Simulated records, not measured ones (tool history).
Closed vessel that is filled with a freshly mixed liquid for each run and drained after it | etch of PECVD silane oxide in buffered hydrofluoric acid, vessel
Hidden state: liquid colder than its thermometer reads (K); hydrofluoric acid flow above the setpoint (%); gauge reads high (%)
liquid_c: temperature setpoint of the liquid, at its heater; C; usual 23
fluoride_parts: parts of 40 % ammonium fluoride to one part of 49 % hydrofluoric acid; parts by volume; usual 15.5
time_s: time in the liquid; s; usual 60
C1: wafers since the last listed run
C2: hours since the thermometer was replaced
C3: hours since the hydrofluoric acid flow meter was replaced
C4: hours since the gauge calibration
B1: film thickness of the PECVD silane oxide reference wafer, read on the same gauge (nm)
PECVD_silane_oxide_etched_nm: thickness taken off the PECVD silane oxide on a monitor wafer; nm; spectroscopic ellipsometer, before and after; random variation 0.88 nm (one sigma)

{"run": 1, "hour": 0.0, "liquid_c": 23, "fluoride_parts": 15.5, "time_s": 60, "C1": 0, "C2": 478.7, "C3": 1375.9, "C4": 117.6, "B1": 90.01, "PECVD_silane_oxide_etched_nm": 145.12}
{"run": 2, "hour": 12.9, "liquid_c": 23, "fluoride_parts": 15.5, "time_s": 60, "C1": 1434, "C2": 491.6, "C3": 1388.8, "C4": 130.5, "B1": 90.02, "PECVD_silane_oxide_etched_nm": 143.95}
{"run": 3, "hour": 41.1, "liquid_c": 23, "fluoride_parts": 15.5, "time_s": 60, "C1": 3135, "C2": 519.8, "C3": 1417, "C4": 158.7, "B1": 90.02, "PECVD_silane_oxide_etched_nm": 143.34}
{"run": 4, "hour": 69.7, "liquid_c": 23, "fluoride_parts": 15.5, "time_s": 60, "C1": 3180, "C2": 548.4, "C3": 1445.6, "C4": 187.3, "B1": 90.02, "PECVD_silane_oxide_etched_nm": 143.56}
{"run": 5, "hour": 84.5, "liquid_c": 23, "fluoride_parts": 15.5, "time_s": 60, "C1": 1645, "C2": 563.2, "C3": 1460.4, "C4": 202.1, "B1": 89.99, "PECVD_silane_oxide_etched_nm": 143.45}
{"run": 6, "hour": 116.9, "liquid_c": 23, "fluoride_parts": 15.5, "time_s": 60, "C1": 3602, "C2": 595.6, "C3": 1492.8, "C4": 234.5, "B1": 90.01, "PECVD_silane_oxide_etched_nm": 143.48}
{"run": 7, "hour": 140.3, "liquid_c": 23, "fluoride_parts": 15.5, "time_s": 60, "C1": 2602, "C2": 619, "C3": 1516.2, "C4": 257.9, "B1": 89.97, "PECVD_silane_oxide_etched_nm": 144.43}
{"run": 8, "hour": 153.5, "liquid_c": 20, "fluoride_parts": 15.5, "time_s": 60, "C1": 1467, "C2": 632.2, "C3": 1529.4, "C4": 271.1, "B1": 90.01, "PECVD_silane_oxide_etched_nm": 120.68}
{"run": 9, "hour": 169.3, "liquid_c": 20, "fluoride_parts": 15.5, "time_s": 60, "C1": 1756, "C2": 648, "C3": 1545.2, "C4": 286.9, "B1": 90, "PECVD_silane_oxide_etched_nm": 121.27}
{"hour": 175.9, "done": "gauge calibrated"}
{"run": 10, "hour": 201.4, "liquid_c": 19.5, "fluoride_parts": 15.5, "time_s": 40, "C1": 3569, "C2": 680.1, "C3": 1577.3, "C4": 25.5, "B1": 90.01, "PECVD_silane_oxide_etched_nm": 78.04}
{"run": 11, "hour": 220.0, "liquid_c": 23, "fluoride_parts": 15.5, "time_s": 60, "C1": 2068, "C2": 698.7, "C3": 1595.9, "C4": 44.1, "B1": 89.99, "PECVD_silane_oxide_etched_nm": 142.64}

Forecast run 12:
{"run": 12, "hour": 232.2, "liquid_c": 26, "fluoride_parts": 21, "time_s": 80, "C1": 1356, "C2": 710.9, "C3": 1608.1, "C4": 56.3, "B1": "?", "PECVD_silane_oxide_etched_nm": "?"}

Run 12 gave B1 90.01, PECVD_silane_oxide_etched_nm 167.37 nm.
Without the tool's hidden state the same run would have given PECVD_silane_oxide_etched_nm 179.62 nm.
